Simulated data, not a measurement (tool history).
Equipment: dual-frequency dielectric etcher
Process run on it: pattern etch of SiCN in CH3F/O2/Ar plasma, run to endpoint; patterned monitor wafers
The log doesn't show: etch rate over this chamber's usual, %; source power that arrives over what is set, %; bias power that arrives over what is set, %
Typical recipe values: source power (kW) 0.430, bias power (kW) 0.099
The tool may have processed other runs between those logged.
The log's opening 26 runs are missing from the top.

run	hour	source power (kW)	bias power (kW)	wafers since the last listed run	hours since the last wet clean	hours since the last source power generator calibration	hours since the last bias power generator calibration	hours since the last upper electrode change	incoming incoming film thickness, nm	endpoint time (s)
# hour 614.7: source power generator calibrated
27	628.8	0.430	0.099	392	324.3	14.1	164.2	156.9	8.69	18.1
28	666.7	0.530	0.105	619	362.2	52.0	202.1	194.8	8.74	15.8
# hour 710.8: wet clean of the chamber
29	711.3	0.500	0.099	336	0.5	96.6	246.7	239.4	8.72	17.2
30	725.2	0.360	0.099	227	14.4	110.5	260.6	253.3	8.78	20.9
31	753.0	0.390	0.119	454	42.2	138.3	288.4	281.1	8.79	18.6
32	773.6	0.500	0.091	336	62.8	158.9	309.0	301.7	8.63	17.6
33	807.6	0.340	0.099	555	96.8	192.9	343.0	335.7	8.74	21.6
34	819.7	0.430	0.099	197	108.9	205.0	355.1	347.8	8.70	18.7
35	836.3	0.430	0.099	271	125.5	221.6	371.7	364.4	8.70	18.7
36	869.1	0.430	0.099	535	158.3	254.4	404.5	397.2	8.73	18.4

Forecast each of these 3 alternatives for the next run:
A	869.5	0.520	0.099	6	158.7	254.8	404.9	397.6	8.69	?
B	869.5	0.500	0.121	6	158.7	254.8	404.9	397.6	8.69	?
C	869.5	0.390	0.084	6	158.7	254.8	404.9	397.6	8.69	?

run	endpoint time (s)
A	16.6
B	15.6
C	20.9
With no hidden state in the tool, these same runs would have given:
run	endpoint time (s)
A	17.0
B	16.0
C	21.5

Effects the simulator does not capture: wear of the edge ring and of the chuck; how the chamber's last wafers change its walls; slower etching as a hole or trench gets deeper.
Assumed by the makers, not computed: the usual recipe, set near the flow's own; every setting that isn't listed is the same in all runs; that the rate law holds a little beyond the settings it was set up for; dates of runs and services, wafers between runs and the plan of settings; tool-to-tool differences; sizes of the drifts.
